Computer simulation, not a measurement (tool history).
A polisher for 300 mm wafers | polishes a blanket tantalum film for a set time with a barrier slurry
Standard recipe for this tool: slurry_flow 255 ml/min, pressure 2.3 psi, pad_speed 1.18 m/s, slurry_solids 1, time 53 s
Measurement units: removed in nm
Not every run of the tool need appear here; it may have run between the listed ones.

run,day,slurry_flow,pressure,pad_speed,slurry_solids,time,"incoming thickness of the incoming film, nm",removed
1,0,255,2.3,1.18,1,53,344,116.1
2,1.817,255,2.3,1.3,1,53,340.1,128
# day 6.108: slurry nozzle cleaned
# day 6.596: worn pad replaced by a new one
# day 6.796: slurry blender recalibrated
3,12.654,255,2.3,1.3,1,53,335.7,118.4
4,15.283,255,2.3,1.3,1,53,340.9,119.5
# day 18.467: head pressure recalibrated
5,19.2,255,2.3,1.3,1.1,53,338.2,121.6
6,21.575,255,2.3,1.18,1,67,346.4,134.7
7,24.642,255,2.3,1.18,1,53,341.2,105.8
8,27.317,255,2.3,1.18,1,53,336.5,104.2
9,29.142,290,2.5,1.02,1,37,345.3,68.8
10,32.729,255,1.7,0.84,1,66,334,67.7
# day 33.629: slurry nozzle cleaned
11,35.912,255,3.1,0.86,1.2,41,343.7,83.5
# day 36.233: worn pad replaced by a new one
12,38.65,330,3,0.96,1,37,344,77.4
# day 38.983: slurry blender recalibrated, repeated, since the last time left the tool worse
13,40.396,200,2.3,1.18,1.25,44,339.9,102.9
14,42.988,255,2.3,1.36,1,35,338.9,91.7
15,45.262,255,2.3,1.18,1,53,332,120.1
16,47.75,255,2.3,1.18,1,53,338.5,120.9
17,49.438,255,2.3,1.18,1,53,344.8,119.7
18,52.658,255,2.3,1.18,1,53,337,119.8
19,54.892,255,2.3,1.18,1,42,342.1,94.1
# day 55.15: head pressure recalibrated
20,58.525,280,1.6,1.18,1.2,66,340.8,108.8
21,62.912,290,2.6,1.18,1,53,343.5,133.1
# day 63.658: worn pad replaced by a new one
22,65.267,230,2.3,1.18,1.25,53,339,122.9
# day 67.379: slurry blender recalibrated
23,69.433,255,2.9,1.18,1,53,341.1,153.6
# day 69.75: slurry nozzle cleaned
24,80.396,255,2.3,1.18,0.75,53,336.1,109.7
# day 87.796: head pressure recalibrated
25,89.421,255,2.1,1.18,1,53,336.3,107.6
# day 94.321: worn pad replaced by a new one
26,96.292,255,2.3,1.18,1,53,333.5,117.1
# day 99.925: slurry blender recalibrated
27,101.542,315,2.3,1.18,1,53,332.6,123.6
# day 104.588: slurry nozzle cleaned
28,109.879,255,2.3,1.36,1,35,334.5,90.8
29,113.771,255,2.8,1.18,1,61,339.5,168.4

Forecast each of these 5 alternatives for the next run:
A,113.788,255,2.3,1.18,1,53,339.6,?
B,113.788,255,2.3,1.18,1.1,53,339.6,?
C,113.788,280,2.3,1.18,1,53,339.6,?
D,113.788,255,2.7,1.28,1,69,339.6,?
E,113.788,255,2.3,0.8,1,53,339.6,?

run,removed
A,120.3
B,123.4
C,121.4
D,199.4
E,81.5
The same runs, with their run-to-run variation unchanged, on a tool lacking any hidden condition would have given:
run,removed
A,123.1
B,126.1
C,124.2
D,204
E,83.4

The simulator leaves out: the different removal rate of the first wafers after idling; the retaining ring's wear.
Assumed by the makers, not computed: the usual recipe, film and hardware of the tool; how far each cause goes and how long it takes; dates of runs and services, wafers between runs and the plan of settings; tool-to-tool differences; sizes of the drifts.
